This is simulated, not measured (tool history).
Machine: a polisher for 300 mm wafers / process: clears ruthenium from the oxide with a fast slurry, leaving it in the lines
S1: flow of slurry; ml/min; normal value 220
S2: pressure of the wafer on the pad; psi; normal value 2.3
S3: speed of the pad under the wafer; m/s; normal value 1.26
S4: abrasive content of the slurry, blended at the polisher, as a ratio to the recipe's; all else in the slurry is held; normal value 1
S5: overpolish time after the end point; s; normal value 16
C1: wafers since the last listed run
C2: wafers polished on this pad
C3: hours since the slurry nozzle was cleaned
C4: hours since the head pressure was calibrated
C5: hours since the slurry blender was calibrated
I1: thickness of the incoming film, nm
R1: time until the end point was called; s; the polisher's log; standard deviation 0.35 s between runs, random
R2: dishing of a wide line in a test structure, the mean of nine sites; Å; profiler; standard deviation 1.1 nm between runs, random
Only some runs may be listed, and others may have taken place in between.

run     day   S1   S2    S3    S4  S5    C1    C2     C3     C4     C5     I1    R1   R2
  1       0  220  2.3  1.26     1  20     0   562   47.6  421.3  298.5  171.4  41.8  645
  2   1.421  220  2.3  1.26     1  16   500  1063   81.7  455.4  332.6  168.5    41  519
      3.754  -- slurry blender recalibrated
  3   4.283  220  2.3  1.26     1  16   979  2042  150.4  524.1   12.7  172.5    39  551
      5.121  -- head pressure recalibrated
  4   5.558  220  2.3  1.26     1  16   419  2462    181   10.5   43.3  171.9  37.4  564
  5   6.925  220  2.3  1.26     1  16   481  2944  213.8   43.3   76.1  169.9  38.4  564
  6  11.604  220  2.3  1.36     1  16  1648  4592  326.1  155.6  188.4  171.9  37.8  582
  7  12.658  220  2.3  1.36     1  16   371  4964  351.4  180.9  213.7  170.1  37.2  559
  8  14.204  190  2.5   1.5     1  16   544  5508  388.5    218  250.8  169.9  32.5  660
     16.692  -- worn pad replaced by a new one
  9  17.104  220  2.3  1.12     1  20   963   145  458.1  287.6  320.4    171    46  606
 10  18.229  220  2.3  1.26     1  16   396   542  485.1  314.6  347.4  173.1  42.4  533
 11  19.346  200  2.3  1.52   0.8   8   393   935  511.9  341.4  374.2  169.2  40.6  273
 12  21.042  220  2.3  1.26  1.15   7   597  1533  552.6  382.1  414.9  170.5  38.2  260
 13  22.804  220    2  1.68   0.9  10   621  2154  594.9  424.4  457.2  170.4  39.9  355
      23.85  -- slurry blender recalibrated
 14  25.217  220  2.9  1.38     1  16   820  2974  652.8  482.3   32.8  170.5    28  721
 15  26.796  220    2  1.42     1  16   556  3531  690.7  520.2   70.7  167.6    40  526
     27.333  -- head pressure recalibrated
 16  28.267  170  2.3  1.26     1  21   488  4020    726   22.4    106  169.3  39.1  701
 17  30.692  220  2.3  1.26     1  16   854  4874  784.2   80.6  164.2  169.8    39  558
 18  32.117  220  2.3  1.26     1  16   502  5376  818.4  114.8  198.4  170.2  39.5  525
     32.458  -- worn pad replaced by a new one
 19  34.162  220    3  1.26  0.75  16   662   600  867.5  163.9  247.5  171.8  36.8  584
     34.912  -- slurry nozzle cleaned
 20  42.712  220  2.3  1.26     1  16  2997  3598  187.2  369.1  452.7  172.7  41.8  506
     43.446  -- slurry blender recalibrated
 21    44.7  220  2.3  1.26     1  16   670  4269  234.9  416.8   30.1  169.9  37.4  565
 22  45.896  220  2.3  1.26     1  16   421  4690  263.6  445.5   58.8  170.2  38.5  544
     48.092  -- worn pad replaced by a new one
 23  48.558  190  3.1  1.26     1  11   879   164  327.5  509.4  122.7  168.6  29.5  494
     49.162  -- head pressure recalibrated
 24  51.183  220  2.3  1.44     1  16   895  1060  390.5   48.5  185.7  170.3  34.5  618
 25  53.888  220  2.3  1.26     1  16   952  2013  455.4  113.4  250.6  173.1  40.2  545
     59.692  -- slurry blender recalibrated
 26  61.775  220  1.9  1.26     1  19  2749  4763  644.7  302.7     50    169  44.9  552
 27  64.083  220  2.3  1.26   1.1  16   813  5576  700.1  358.1  105.4  171.7  37.8  572

Predict each of these 5 candidate next runs independently; none follows another, all start after run 27:
  A  64.1  220  2.3  1.26    1  13   5  5582  700.5  358.5  105.8  169.6   ?   ?
  B  64.1  295  2.3  1.26  0.9  16   5  5582  700.5  358.5  105.8  169.6   ?   ?
  C  64.1  245  2.3  1.54    1  21   5  5582  700.5  358.5  105.8  169.6   ?   ?
  D  64.1  255  2.3  1.02    1  16   5  5582  700.5  358.5  105.8  169.6   ?   ?
  E  64.1  290  2.3  1.26    1  16   5  5582  700.5  358.5  105.8  169.6   ?   ?

run    R1   R2
  A  39.4  458
  B  40.5  537
  C  32.7  800
  D  46.3  477
  E  38.2  564
With no hidden state in the tool, these same runs would have given:
run    R1   R2
  A  36.1  495
  B    37  580
  C  29.9  855
  D  42.5  515
  E    35  607
